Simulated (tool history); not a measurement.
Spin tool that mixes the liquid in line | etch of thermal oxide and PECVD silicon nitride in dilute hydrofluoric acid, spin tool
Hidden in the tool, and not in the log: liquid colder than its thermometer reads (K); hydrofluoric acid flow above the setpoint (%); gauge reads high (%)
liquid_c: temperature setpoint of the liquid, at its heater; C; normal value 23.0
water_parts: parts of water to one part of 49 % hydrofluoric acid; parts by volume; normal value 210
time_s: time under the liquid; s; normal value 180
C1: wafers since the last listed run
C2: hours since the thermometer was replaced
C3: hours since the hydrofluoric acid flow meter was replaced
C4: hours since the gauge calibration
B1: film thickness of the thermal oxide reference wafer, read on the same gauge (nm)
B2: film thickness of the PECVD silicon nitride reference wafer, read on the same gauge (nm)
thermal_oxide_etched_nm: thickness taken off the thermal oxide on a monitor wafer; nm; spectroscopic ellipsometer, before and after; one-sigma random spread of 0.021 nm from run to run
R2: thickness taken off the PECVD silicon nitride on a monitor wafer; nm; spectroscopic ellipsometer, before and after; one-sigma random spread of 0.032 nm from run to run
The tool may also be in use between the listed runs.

run 1 hour=0.0 | liquid_c=23.0 water_parts=210 time_s=180 | C1=0 C2=2228.0 C3=936.6 C4=460.9 | B1=120.005 B2=120.025 | thermal_oxide_etched_nm=3.139 R2=2.706
run 2 hour=17.1 | liquid_c=23.0 water_parts=210 time_s=95 | C1=163 C2=2245.1 C3=953.7 C4=478.0 | B1=119.998 B2=120.005 | thermal_oxide_etched_nm=1.640 R2=1.404
run 3 hour=35.6 | liquid_c=23.0 water_parts=210 time_s=95 | C1=176 C2=2263.6 C3=972.2 C4=496.5 | B1=119.973 B2=119.989 | thermal_oxide_etched_nm=1.663 R2=1.422
run 4 hour=61.6 | liquid_c=23.0 water_parts=210 time_s=180 | C1=248 C2=2289.6 C3=998.2 C4=522.5 | B1=120.020 B2=120.028 | thermal_oxide_etched_nm=3.141 R2=2.709
run 5 hour=87.0 | liquid_c=23.0 water_parts=210 time_s=180 | C1=242 C2=2315.0 C3=1023.6 C4=547.9 | B1=119.984 B2=119.993 | thermal_oxide_etched_nm=3.155 R2=2.644
-- hour=110.3 thermometer replaced
run 6 hour=110.8 | liquid_c=23.0 water_parts=210 time_s=180 | C1=217 C2=0.5 C3=1047.4 C4=571.7 | B1=120.015 B2=120.008 | thermal_oxide_etched_nm=3.512 R2=3.248
run 7 hour=145.9 | liquid_c=23.0 water_parts=210 time_s=180 | C1=335 C2=35.6 C3=1082.5 C4=606.8 | B1=120.009 B2=120.008 | thermal_oxide_etched_nm=3.546 R2=3.192
run 8 hour=170.2 | liquid_c=23.0 water_parts=210 time_s=180 | C1=232 C2=59.9 C3=1106.8 C4=631.1 | B1=119.983 B2=119.997 | thermal_oxide_etched_nm=3.599 R2=3.230
-- hour=180.3 gauge calibrated
run 9 hour=188.3 | liquid_c=23.0 water_parts=210 time_s=180 | C1=172 C2=78.0 C3=1124.9 C4=8.0 | B1=120.002 B2=120.004 | thermal_oxide_etched_nm=3.513 R2=3.187
run 10 hour=206.1 | liquid_c=26.0 water_parts=310 time_s=180 | C1=170 C2=95.8 C3=1142.7 C4=25.8 | B1=120.033 B2=119.999 | thermal_oxide_etched_nm=2.439 R2=2.598
run 11 hour=225.7 | liquid_c=23.0 water_parts=210 time_s=180 | C1=187 C2=115.4 C3=1162.3 C4=45.4 | B1=120.002 B2=119.967 | thermal_oxide_etched_nm=3.539 R2=3.173
run 12 hour=255.8 | liquid_c=23.0 water_parts=210 time_s=180 | C1=287 C2=145.5 C3=1192.4 C4=75.5 | B1=120.033 B2=120.001 | thermal_oxide_etched_nm=3.554 R2=3.211
run 13 hour=287.8 | liquid_c=19.0 water_parts=210 time_s=245 | C1=305 C2=177.5 C3=1224.4 C4=107.5 | B1=120.026 B2=120.006 | thermal_oxide_etched_nm=4.144 R2=3.293
run 14 hour=313.0 | liquid_c=19.0 water_parts=295 time_s=210 | C1=240 C2=202.7 C3=1249.6 C4=132.7 | B1=120.013 B2=120.003 | thermal_oxide_etched_nm=2.352 R2=2.086
run 15 hour=347.6 | liquid_c=23.0 water_parts=115 time_s=280 | C1=330 C2=237.3 C3=1284.2 C4=167.3 | B1=120.041 B2=120.002 | thermal_oxide_etched_nm=11.163 R2=8.971
-- hour=378.1 hydrofluoric acid flow meter replaced
run 16 hour=380.4 | liquid_c=26.5 water_parts=210 time_s=180 | C1=303 C2=270.1 C3=2.3 C4=200.1 | B1=120.018 B2=119.975 | thermal_oxide_etched_nm=3.615 R2=3.556
run 17 hour=407.6 | liquid_c=21.5 water_parts=115 time_s=70 | C1=259 C2=297.3 C3=29.5 C4=227.3 | B1=119.945 B2=119.998 | thermal_oxide_etched_nm=2.392 R2=1.840
run 18 hour=422.5 | liquid_c=23.0 water_parts=305 time_s=270 | C1=142 C2=312.2 C3=44.4 C4=242.2 | B1=119.989 B2=120.006 | thermal_oxide_etched_nm=3.022 R2=3.081
run 19 hour=441.5 | liquid_c=25.5 water_parts=210 time_s=180 | C1=181 C2=331.2 C3=63.4 C4=261.2 | B1=120.019 B2=119.996 | thermal_oxide_etched_nm=3.484 R2=3.471
run 20 hour=456.8 | liquid_c=23.0 water_parts=135 time_s=180 | C1=146 C2=346.5 C3=78.7 C4=276.5 | B1=119.992 B2=119.977 | thermal_oxide_etched_nm=5.355 R2=4.474
run 21 hour=489.5 | liquid_c=26.5 water_parts=150 time_s=180 | C1=312 C2=379.2 C3=111.4 C4=309.2 | B1=119.995 B2=119.997 | thermal_oxide_etched_nm=5.465 R2=5.092
run 22 hour=518.5 | liquid_c=26.5 water_parts=210 time_s=180 | C1=276 C2=408.2 C3=140.4 C4=338.2 | B1=120.030 B2=119.998 | thermal_oxide_etched_nm=3.651 R2=3.580
run 23 hour=552.0 | liquid_c=23.0 water_parts=210 time_s=280 | C1=319 C2=441.7 C3=173.9 C4=371.7 | B1=120.006 B2=119.989 | thermal_oxide_etched_nm=4.996 R2=4.594
run 24 hour=576.8 | liquid_c=23.0 water_parts=170 time_s=265 | C1=236 C2=466.5 C3=198.7 C4=396.5 | B1=120.025 B2=120.013 | thermal_oxide_etched_nm=6.069 R2=5.252

For each run, what was the tool's unlogged condition?
gauge reads high (%): 0 on each run
H1: liquid colder than its thermometer reads (K)
H2: hydrofluoric acid flow above the setpoint (%)
run=1 H1=2.8 H2=7.35
run=2 H1=2.83 H2=7.47
run=3 H1=2.85 H2=7.61
run=4 H1=2.88 H2=7.8
run=5 H1=2.91 H2=7.98
run=6 H1=0.0908 H2=8.15
run=7 H1=0.134 H2=8.41
run=8 H1=0.164 H2=8.58
run=9 H1=0.186 H2=8.71
run=10 H1=0.208 H2=8.84
run=11 H1=0.232 H2=8.99
run=12 H1=0.269 H2=9.2
run=13 H1=0.308 H2=9.44
run=14 H1=0.339 H2=9.62
run=15 H1=0.382 H2=9.87
run=16 H1=0.422 H2=0.189
run=17 H1=0.455 H2=0.386
run=18 H1=0.474 H2=0.494
run=19 H1=0.497 H2=0.632
run=20 H1=0.516 H2=0.742
run=21 H1=0.556 H2=0.979
run=22 H1=0.591 H2=1.19
run=23 H1=0.633 H2=1.43
run=24 H1=0.663 H2=1.61
